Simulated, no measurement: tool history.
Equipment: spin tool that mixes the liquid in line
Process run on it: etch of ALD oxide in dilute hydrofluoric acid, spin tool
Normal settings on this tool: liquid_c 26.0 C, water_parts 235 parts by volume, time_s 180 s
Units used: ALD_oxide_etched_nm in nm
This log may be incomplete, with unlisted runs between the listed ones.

run   hour  liquid_c  water_parts  time_s  read-back film thickness of the ALD oxide reference wafer, read on the same gauge (nm)  ALD_oxide_etched_nm
  1    0.0      26.0          190     180                                                                                   59.98                20.95
  2    6.5      26.0          235     105                                                                                   60.01                 9.69
  3   21.9      26.0          235     180                                                                                   59.99                16.33
  4   30.5      26.0          235     180                                                                                   59.97                16.18
  5   43.3      28.5          235     105                                                                                   59.99                10.37
  6   56.8      28.5          235     105                                                                                   60.01                10.44
  7   71.2      28.5          235     105                                                                                   60.00                10.49
  8   88.0      26.0          235     180                                                                                   59.97                16.20
  9  101.7      26.0          235     180                                                                                   59.97                16.49
 10  116.2      26.0          235     135                                                                                   59.99                12.26
 11  132.2      26.0          235      75                                                                                   59.99                 6.84
 12  142.6      23.5          235     180                                                                                   60.01                14.98
 13  157.1      30.0          180     225                                                                                   60.03                32.80
 14  179.8      29.0          235     105                                                                                   60.01                10.56
 15  191.1      30.0          135     230                                                                                   59.98                47.41
 16  198.5      28.5          235     180                                                                                   60.00                18.08
 17  209.1      24.0          185     180                                                                                   59.97                20.43
 18  222.3      26.0          235     180                                                                                   59.99                16.43
 19  251.5      26.0          235     210                                                                                   60.01                16.45
 20  259.4      30.0          270     140                                                                                   59.99                10.81
 21  271.7      30.5          350     120                                                                                   60.00                 6.56
 22  279.2      23.5          160     260                                                                                   59.99                30.59
 23  296.2      30.0          135     230                                                                                   59.99                40.91
 24  313.4      23.0          140     220                                                                                   60.00                29.79
 25  328.2      26.0          145     120                                                                                   60.00                17.29
 26  344.9      26.0          180     280                                                                                   60.00                30.78
 27  355.9      26.0          235     115                                                                                   59.99                 9.33
 28  362.6      24.0          150     180                                                                                   60.01                23.61
 29  376.4      24.0          185     180                                                                                   59.99                18.37
 30  393.6      26.0          190     140                                                                                   60.00                14.84
 31  403.1      26.0          335     245                                                                                   60.01                12.41
 32  411.1      26.0          290      70                                                                                   60.01                 4.35
 33  417.6      27.5          235     260                                                                                   59.98                22.75
 34  424.5      26.0          235     180                                                                                   59.98                14.56

Taken out of this log: 4 entries between the listed runs. Where each belongs, and how the hidden state differs across it:
Logged between run 5 and run 6: gauge calibrated (hour 50.9)
  hydrofluoric acid flow above the setpoint (%): 11.6 -> 11.7
  measured value less the no-hidden-state value, ALD_oxide_etched_nm: +1.34 -> +1.36 nm
Logged between run 15 and run 16: thermometer replaced (hour 198.0)
  no hidden state differs between the two runs
  measured value less the no-hidden-state value, ALD_oxide_etched_nm: +6.20 -> +2.52 nm
Logged between run 18 and run 19: hydrofluoric acid flow meter replaced (hour 248.5)
  hydrofluoric acid flow above the setpoint (%): 12.9 -> 0.975
  measured value less the no-hidden-state value, ALD_oxide_etched_nm: +2.30 -> +0.19 nm
Logged between run 25 and run 26: gauge calibrated (hour 340.8)
  hydrofluoric acid flow above the setpoint (%): 1.55 -> 1.67
  measured value less the no-hidden-state value, ALD_oxide_etched_nm: +0.31 -> +0.61 nm
